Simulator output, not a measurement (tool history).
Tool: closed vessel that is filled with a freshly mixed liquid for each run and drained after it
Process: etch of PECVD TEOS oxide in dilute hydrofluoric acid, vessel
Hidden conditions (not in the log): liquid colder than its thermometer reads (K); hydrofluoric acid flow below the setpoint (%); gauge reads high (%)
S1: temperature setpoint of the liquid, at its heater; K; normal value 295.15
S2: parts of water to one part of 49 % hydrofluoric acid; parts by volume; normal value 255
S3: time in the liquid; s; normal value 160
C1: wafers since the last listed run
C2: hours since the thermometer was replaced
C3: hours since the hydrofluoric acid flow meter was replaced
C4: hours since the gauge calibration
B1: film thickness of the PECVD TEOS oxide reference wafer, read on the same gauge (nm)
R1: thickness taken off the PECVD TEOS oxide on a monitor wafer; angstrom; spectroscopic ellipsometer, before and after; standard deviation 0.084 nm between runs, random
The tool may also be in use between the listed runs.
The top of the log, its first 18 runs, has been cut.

Run 19, hour 295: usual settings but S2 350 parts by volume, S3 225 s; C1 1874; C2 2191.7; C3 991.2; C4 224.5; B1 120. Result: R1 120.1 angstrom.
At hour 302.1: hydrofluoric acid flow meter replaced.
At hour 310.8: thermometer replaced.
Run 20, hour 311.3: usual settings but S2 380 parts by volume; C1 1786; C2 0.5; C3 9.2; C4 240.8; B1 119.99. Result: R1 84.4 angstrom.
Run 21, hour 342.1: usual settings; C1 3848; C2 31.3; C3 40; C4 271.6; B1 119.99. Result: R1 142 angstrom.
Run 22, hour 354.4: usual settings but S1 290.65 K, S2 290 parts by volume, S3 130 s; C1 1536; C2 43.6; C3 52.3; C4 283.9; B1 119.98. Result: R1 82.6 angstrom.
Run 23, hour 363.4: usual settings but S1 298.65 K, S2 195 parts by volume; C1 1124; C2 52.6; C3 61.3; C4 292.9; B1 120. Result: R1 225.1 angstrom.
Run 24, hour 373.7: usual settings; C1 1287; C2 62.9; C3 71.6; C4 303.2; B1 120.02. Result: R1 140.9 angstrom.
Run 25, hour 387.9: usual settings but S2 335 parts by volume; C1 1774; C2 77.1; C3 85.8; C4 317.4; B1 120.02. Result: R1 100.8 angstrom.
Run 26, hour 398.9: usual settings; C1 1374; C2 88.1; C3 96.8; C4 328.4; B1 120.01. Result: R1 142.1 angstrom.
Run 27, hour 410: usual settings; C1 1386; C2 99.2; C3 107.9; C4 339.5; B1 119.99. Result: R1 141.2 angstrom.
Run 28, hour 424.8: usual settings but S1 299.15 K, S2 185 parts by volume, S3 110 s; C1 1849; C2 114; C3 122.7; C4 354.3; B1 120. Result: R1 166.2 angstrom.
Run 29, hour 437: usual settings; C1 1524; C2 126.2; C3 134.9; C4 366.5; B1 119.99. Result: R1 142.2 angstrom.
Run 30, hour 445.7: usual settings but S1 296.65 K, S2 165 parts by volume, S3 200 s; C1 1087; C2 134.9; C3 143.6; C4 375.2; B1 119.99. Result: R1 313.7 angstrom.
Run 31, hour 463.4: usual settings but S1 296.65 K, S2 335 parts by volume; C1 2211; C2 152.6; C3 161.3; C4 392.9; B1 120. Result: R1 104 angstrom.
Run 32, hour 474.7: usual settings but S1 298.65 K, S3 105 s; C1 1411; C2 163.9; C3 172.6; C4 404.2; B1 119.99. Result: R1 104.5 angstrom.

Branching from run 32: 5 alternative next runs. What would each branch give?
Run A, hour 475.4: usual settings; C1 87; C2 164.6; C3 173.3; C4 404.9; B1 ?. Result: R1 ?.
Run B, hour 475.4: usual settings but S1 298.65 K, S2 195 parts by volume, S3 100 s; C1 87; C2 164.6; C3 173.3; C4 404.9; B1 ?. Result: R1 ?.
Run C, hour 475.4: usual settings but S1 292.15 K, S2 175 parts by volume, S3 85 s; C1 87; C2 164.6; C3 173.3; C4 404.9; B1 ?. Result: R1 ?.
Run D, hour 475.4: usual settings but S1 296.65 K; C1 87; C2 164.6; C3 173.3; C4 404.9; B1 ?. Result: R1 ?.
Run E, hour 475.4: usual settings but S1 292.65 K, S2 300 parts by volume, S3 250 s; C1 87; C2 164.6; C3 173.3; C4 404.9; B1 ?. Result: R1 ?.

run   B1     R1
  A  120  140.7
  B  120  139.1
  C  120    105
  D  120  148.6
  E  120  163.6
With the hidden condition removed and each run's random variation left untouched, the same runs would have given:
run     R1
  A  142.6
  B    141
  C  106.5
  D  150.6
  E  165.8
